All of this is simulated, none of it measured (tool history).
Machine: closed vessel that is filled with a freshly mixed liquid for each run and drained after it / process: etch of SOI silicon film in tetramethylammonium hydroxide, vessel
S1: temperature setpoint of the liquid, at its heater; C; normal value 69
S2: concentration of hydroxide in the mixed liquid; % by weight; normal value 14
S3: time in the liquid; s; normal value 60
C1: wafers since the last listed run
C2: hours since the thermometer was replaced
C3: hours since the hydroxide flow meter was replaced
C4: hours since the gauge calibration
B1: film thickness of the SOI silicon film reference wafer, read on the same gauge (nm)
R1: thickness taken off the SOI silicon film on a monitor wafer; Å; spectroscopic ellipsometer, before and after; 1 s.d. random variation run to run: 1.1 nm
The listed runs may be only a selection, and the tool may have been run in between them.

{"run": 1, "day": 0.0, "S1": 69, "S2": 14, "S3": 60, "C1": 0, "C2": 822.7, "C3": 977.1, "C4": 245.1, "B1": 109.99, "R1": 3888.3}
{"day": 0.004, "done": "gauge calibrated"}
{"run": 2, "day": 0.496, "S1": 69, "S2": 13, "S3": 75, "C1": 921, "C2": 834.6, "C3": 989, "C4": 11.8, "B1": 110.01, "R1": 4999}
{"run": 3, "day": 1.004, "S1": 71.5, "S2": 14, "S3": 40, "C1": 945, "C2": 846.8, "C3": 1001.2, "C4": 24, "B1": 109.99, "R1": 2996.9}
{"run": 4, "day": 1.333, "S1": 69, "S2": 11.5, "S3": 60, "C1": 612, "C2": 854.7, "C3": 1009.1, "C4": 31.9, "B1": 110, "R1": 4258.6}
{"run": 5, "day": 2.667, "S1": 69, "S2": 11.5, "S3": 60, "C1": 2479, "C2": 886.7, "C3": 1041.1, "C4": 63.9, "B1": 110, "R1": 4264.1}
{"run": 6, "day": 3.25, "S1": 67.5, "S2": 14, "S3": 40, "C1": 1084, "C2": 900.7, "C3": 1055.1, "C4": 77.9, "B1": 110.01, "R1": 2385.2}
{"run": 7, "day": 3.762, "S1": 69, "S2": 14, "S3": 60, "C1": 952, "C2": 913, "C3": 1067.4, "C4": 90.2, "B1": 110.03, "R1": 3922.6}
{"run": 8, "day": 4.246, "S1": 69, "S2": 14, "S3": 60, "C1": 898, "C2": 924.6, "C3": 1079, "C4": 101.8, "B1": 110, "R1": 3927.9}
{"run": 9, "day": 4.75, "S1": 69, "S2": 14, "S3": 60, "C1": 937, "C2": 936.7, "C3": 1091.1, "C4": 113.9, "B1": 109.99, "R1": 3954.5}
{"run": 10, "day": 5.475, "S1": 69, "S2": 14, "S3": 60, "C1": 1348, "C2": 954.1, "C3": 1108.5, "C4": 131.3, "B1": 110.01, "R1": 3929.3}
{"run": 11, "day": 5.954, "S1": 69, "S2": 12, "S3": 60, "C1": 891, "C2": 965.6, "C3": 1120, "C4": 142.8, "B1": 110.03, "R1": 4235.4}
{"run": 12, "day": 6.379, "S1": 69, "S2": 12, "S3": 60, "C1": 790, "C2": 975.8, "C3": 1130.2, "C4": 153, "B1": 110.01, "R1": 4237}
{"run": 13, "day": 6.7, "S1": 69, "S2": 12, "S3": 60, "C1": 596, "C2": 983.5, "C3": 1137.9, "C4": 160.7, "B1": 110.01, "R1": 4251.4}
{"run": 14, "day": 7.133, "S1": 69, "S2": 14, "S3": 35, "C1": 805, "C2": 993.9, "C3": 1148.3, "C4": 171.1, "B1": 109.99, "R1": 2313.1}
{"run": 15, "day": 7.496, "S1": 69, "S2": 14, "S3": 35, "C1": 674, "C2": 1002.6, "C3": 1157, "C4": 179.8, "B1": 109.99, "R1": 2318}
{"run": 16, "day": 8.179, "S1": 61.5, "S2": 11.5, "S3": 60, "C1": 1270, "C2": 1019, "C3": 1173.4, "C4": 196.2, "B1": 109.99, "R1": 2754.3}
{"run": 17, "day": 8.871, "S1": 73, "S2": 10.5, "S3": 35, "C1": 1286, "C2": 1035.6, "C3": 1190, "C4": 212.8, "B1": 109.99, "R1": 3287.8}
{"day": 9.1, "done": "hydroxide flow meter replaced"}
{"day": 9.471, "done": "gauge calibrated"}
{"run": 18, "day": 9.521, "S1": 69, "S2": 14, "S3": 60, "C1": 1131, "C2": 1051.2, "C3": 10.1, "C4": 1.2, "B1": 110.03, "R1": 3982}
{"run": 19, "day": 9.825, "S1": 63.5, "S2": 15.5, "S3": 60, "C1": 565, "C2": 1058.5, "C3": 17.4, "C4": 8.5, "B1": 110, "R1": 2743}
{"run": 20, "day": 10.55, "S1": 69, "S2": 14, "S3": 60, "C1": 1348, "C2": 1075.9, "C3": 34.8, "C4": 25.9, "B1": 110.01, "R1": 3993.8}
{"run": 21, "day": 10.854, "S1": 69, "S2": 12, "S3": 60, "C1": 565, "C2": 1083.2, "C3": 42.1, "C4": 33.2, "B1": 109.99, "R1": 4271.7}
{"day": 11.375, "done": "thermometer replaced"}
{"run": 22, "day": 11.525, "S1": 69, "S2": 14, "S3": 85, "C1": 1169, "C2": 3.6, "C3": 58.2, "C4": 49.3, "B1": 109.99, "R1": 5057.9}
{"run": 23, "day": 12.071, "S1": 64.5, "S2": 14, "S3": 60, "C1": 1014, "C2": 16.7, "C3": 71.3, "C4": 62.4, "B1": 109.98, "R1": 2741.1}
{"run": 24, "day": 12.367, "S1": 63.5, "S2": 17.5, "S3": 90, "C1": 550, "C2": 23.8, "C3": 78.4, "C4": 69.5, "B1": 110.01, "R1": 3526.6}
{"run": 25, "day": 12.983, "S1": 69, "S2": 17.5, "S3": 60, "C1": 1146, "C2": 38.6, "C3": 93.2, "C4": 84.3, "B1": 109.98, "R1": 3264.9}
{"run": 26, "day": 13.708, "S1": 69, "S2": 14, "S3": 60, "C1": 1348, "C2": 56, "C3": 110.6, "C4": 101.7, "B1": 110, "R1": 3612.2}
{"run": 27, "day": 14.308, "S1": 69, "S2": 14, "S3": 60, "C1": 1115, "C2": 70.4, "C3": 125, "C4": 116.1, "B1": 109.98, "R1": 3596.4}
{"run": 28, "day": 14.688, "S1": 76, "S2": 16, "S3": 85, "C1": 705, "C2": 79.5, "C3": 134.1, "C4": 125.2, "B1": 110.01, "R1": 7207.8}
{"run": 29, "day": 15.208, "S1": 69, "S2": 17.5, "S3": 60, "C1": 968, "C2": 92, "C3": 146.6, "C4": 137.7, "B1": 110.02, "R1": 3295.8}
{"run": 30, "day": 15.662, "S1": 64.5, "S2": 16, "S3": 35, "C1": 844, "C2": 102.9, "C3": 157.5, "C4": 148.6, "B1": 110, "R1": 1523.4}

5 ways to go on from here, each from the tool as it stands after run 30. What would each give?
{"run": "A", "day": 15.692, "S1": 69, "S2": 14, "S3": 60, "C1": 54, "C2": 103.6, "C3": 158.2, "C4": 149.3, "B1": "?", "R1": "?"}
{"run": "B", "day": 15.692, "S1": 76.5, "S2": 14, "S3": 60, "C1": 54, "C2": 103.6, "C3": 158.2, "C4": 149.3, "B1": "?", "R1": "?"}
{"run": "C", "day": 15.692, "S1": 69, "S2": 13, "S3": 60, "C1": 54, "C2": 103.6, "C3": 158.2, "C4": 149.3, "B1": "?", "R1": "?"}
{"run": "D", "day": 15.692, "S1": 69, "S2": 14, "S3": 45, "C1": 54, "C2": 103.6, "C3": 158.2, "C4": 149.3, "B1": "?", "R1": "?"}
{"run": "E", "day": 15.692, "S1": 69, "S2": 15.5, "S3": 60, "C1": 54, "C2": 103.6, "C3": 158.2, "C4": 149.3, "B1": "?", "R1": "?"}

run=A B1=110 R1=3605.9
run=B B1=110 R1=5556.6
run=C B1=110 R1=3736.8
run=D B1=110 R1=2704.4
run=E B1=110 R1=3438.4
Had the tool no hidden state, the same runs would have come out as:
run=A R1=3526
run=B R1=5438.6
run=C R1=3653.9
run=D R1=2644.5
run=E R1=3362.2
